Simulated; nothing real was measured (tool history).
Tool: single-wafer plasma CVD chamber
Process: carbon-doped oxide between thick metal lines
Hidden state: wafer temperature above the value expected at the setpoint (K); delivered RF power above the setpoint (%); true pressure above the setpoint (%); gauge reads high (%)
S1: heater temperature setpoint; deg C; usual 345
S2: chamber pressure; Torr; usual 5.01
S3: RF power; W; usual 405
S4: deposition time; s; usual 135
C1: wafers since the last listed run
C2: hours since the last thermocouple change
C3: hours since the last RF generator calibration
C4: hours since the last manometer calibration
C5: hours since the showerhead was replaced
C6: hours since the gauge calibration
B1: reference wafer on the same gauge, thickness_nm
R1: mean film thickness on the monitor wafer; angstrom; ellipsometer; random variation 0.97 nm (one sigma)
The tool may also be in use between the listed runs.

Run 1, day 0: usual settings but S2 4.73 Torr; C1 0; C2 2538.6; C3 2690.8; C4 2664.6; C5 7716.8; C6 28; B1 733.166. Result: R1 6036.02 angstrom.
Run 2, day 0.292: usual settings but S2 4.73 Torr; C1 57; C2 2545.6; C3 2697.8; C4 2671.6; C5 7723.8; C6 35; B1 733.104. Result: R1 6014.65 angstrom.
At day 1.162: capacitance manometer re-zeroed and calibrated.
Run 3, day 1.183: usual settings but S2 4.73 Torr; C1 109; C2 2567; C3 2719.2; C4 0.5; C5 7745.2; C6 56.4; B1 732.617. Result: R1 6019.72 angstrom.
Run 4, day 1.288: usual settings but S4 129 s; C1 20; C2 2569.5; C3 2721.7; C4 3; C5 7747.7; C6 58.9; B1 733.205. Result: R1 5782.59 angstrom.
Run 5, day 1.846: usual settings but S4 129 s; C1 109; C2 2582.9; C3 2735.1; C4 16.4; C5 7761.1; C6 72.3; B1 732.941. Result: R1 5813.55 angstrom.
Run 6, day 2.45: usual settings but S4 129 s; C1 118; C2 2597.4; C3 2749.6; C4 30.9; C5 7775.6; C6 86.8; B1 733.076. Result: R1 5793.53 angstrom.
Run 7, day 2.775: usual settings but S4 155 s; C1 63; C2 2605.2; C3 2757.4; C4 38.7; C5 7783.4; C6 94.6; B1 732.855. Result: R1 6955.84 angstrom.
At day 3.3: RF generator calibrated.
Run 8, day 3.321: usual settings but S4 155 s; C1 41; C2 2618.3; C3 0.5; C4 51.8; C5 7796.5; C6 107.7; B1 732.837. Result: R1 7368.5 angstrom.
Run 9, day 3.796: usual settings but S4 155 s; C1 93; C2 2629.7; C3 11.9; C4 63.2; C5 7807.9; C6 119.1; B1 733.098. Result: R1 7340.22 angstrom.
Run 10, day 4.262: usual settings; C1 91; C2 2640.9; C3 23.1; C4 74.4; C5 7819.1; C6 130.3; B1 733.108. Result: R1 6407.93 angstrom.
Run 11, day 4.871: usual settings but S1 353 deg C, S3 445 W, S4 156 s; C1 119; C2 2655.5; C3 37.7; C4 89; C5 7833.7; C6 144.9; B1 733.078. Result: R1 7758.83 angstrom.
Run 12, day 5.367: usual settings but S1 360 deg C, S2 4.09 Torr, S3 430 W; C1 97; C2 2667.4; C3 49.6; C4 100.9; C5 7845.6; C6 156.8; B1 733.286. Result: R1 6290.37 angstrom.
At day 5.8: showerhead replaced.
Run 13, day 5.858: usual settings; C1 31; C2 2679.2; C3 61.4; C4 112.7; C5 1.4; C6 168.6; B1 732.525. Result: R1 6385.59 angstrom.
Run 14, day 6.175: usual settings but S1 353 deg C, S3 450 W, S4 126 s; C1 62; C2 2686.8; C3 69; C4 120.3; C5 9; C6 176.2; B1 732.871. Result: R1 6318.5 angstrom.
Run 15, day 6.733: usual settings but S1 350 deg C, S3 355 W; C1 109; C2 2700.2; C3 82.4; C4 133.7; C5 22.4; C6 189.6; B1 732.795. Result: R1 5727.62 angstrom.
Run 16, day 7.362: usual settings but S1 359 deg C, S2 4.32 Torr, S3 450 W, S4 160 s; C1 123; C2 2715.3; C3 97.5; C4 148.8; C5 37.5; C6 204.7; B1 732.94. Result: R1 7734.2 angstrom.
At day 8.071: thermocouple changed; heater temperature recalibrated.
Run 17, day 8.092: usual settings; C1 77; C2 0.5; C3 115; C4 166.3; C5 55; C6 222.2; B1 733.178. Result: R1 6399.41 angstrom.
Run 18, day 8.342: usual settings but S3 385 W; C1 49; C2 6.5; C3 121; C4 172.3; C5 61; C6 228.2; B1 733.481. Result: R1 6160.29 angstrom.
Run 19, day 8.608: usual settings but S3 330 W, S4 108 s; C1 52; C2 12.9; C3 127.4; C4 178.7; C5 67.4; C6 234.6; B1 732.817. Result: R1 4410.07 angstrom.
Run 20, day 8.9: usual settings but S1 335 deg C; C1 57; C2 19.9; C3 134.4; C4 185.7; C5 74.4; C6 241.6; B1 733.065. Result: R1 6555.26 angstrom.
Run 21, day 9.288: usual settings; C1 76; C2 29.2; C3 143.7; C4 195; C5 83.7; C6 250.9; B1 733.15. Result: R1 6377.94 angstrom.
Run 22, day 9.796: usual settings but S2 5.35 Torr, S4 144 s; C1 100; C2 41.4; C3 155.9; C4 207.2; C5 95.9; C6 263.1; B1 732.98. Result: R1 6862.58 angstrom.
Run 23, day 10.075: usual settings but S2 5.55 Torr; C1 54; C2 48.1; C3 162.6; C4 213.9; C5 102.6; C6 269.8; B1 732.926. Result: R1 6491.21 angstrom.
Run 24, day 10.638: usual settings but S4 117 s; C1 110; C2 61.6; C3 176.1; C4 227.4; C5 116.1; C6 283.3; B1 732.703. Result: R1 5536.92 angstrom.
At day 10.796: gauge calibrated.
Run 25, day 11: usual settings but S1 356 deg C, S2 4.01 Torr, S3 345 W, S4 160 s; C1 71; C2 70.3; C3 184.8; C4 236.1; C5 124.8; C6 4.9; B1 732.975. Result: R1 6364.8 angstrom.
Run 26, day 11.279: usual settings; C1 54; C2 77; C3 191.5; C4 242.8; C5 131.5; C6 11.6; B1 733.298. Result: R1 6370.21 angstrom.
Run 27, day 11.7: usual settings; C1 82; C2 87.1; C3 201.6; C4 252.9; C5 141.6; C6 21.7; B1 732.692. Result: R1 6380.95 angstrom.
Run 28, day 12.125: usual settings; C1 83; C2 97.3; C3 211.8; C4 263.1; C5 151.8; C6 31.9; B1 733.159. Result: R1 6382.18 angstrom.
Run 29, day 12.646: usual settings but S2 5.95 Torr; C1 102; C2 109.8; C3 224.3; C4 275.6; C5 164.3; C6 44.4; B1 733.131. Result: R1 6518.17 angstrom.

What the log doesn't show, run by run:
wafer temperature above the value expected at the setpoint (K): 0 in every run
true pressure above the setpoint (%): 0 in every run
gauge reads high (%): 0 in every run
H1: delivered RF power above the setpoint (%)
run     H1
  1  -8.68
  2  -8.71
  3  -8.77
  4  -8.78
  5  -8.82
  6  -8.87
  7  -8.89
  8  -1.74
  9  -1.78
 10  -1.81
 11  -1.85
 12  -1.89
 13  -1.93
 14  -1.95
 15  -1.99
 16  -2.04
 17  -2.09
 18  -2.11
 19  -2.13
 20  -2.15
 21  -2.18
 22  -2.22
 23  -2.24
 24  -2.28
 25  -2.31
 26  -2.33
 27  -2.36
 28  -2.39
 29  -2.43

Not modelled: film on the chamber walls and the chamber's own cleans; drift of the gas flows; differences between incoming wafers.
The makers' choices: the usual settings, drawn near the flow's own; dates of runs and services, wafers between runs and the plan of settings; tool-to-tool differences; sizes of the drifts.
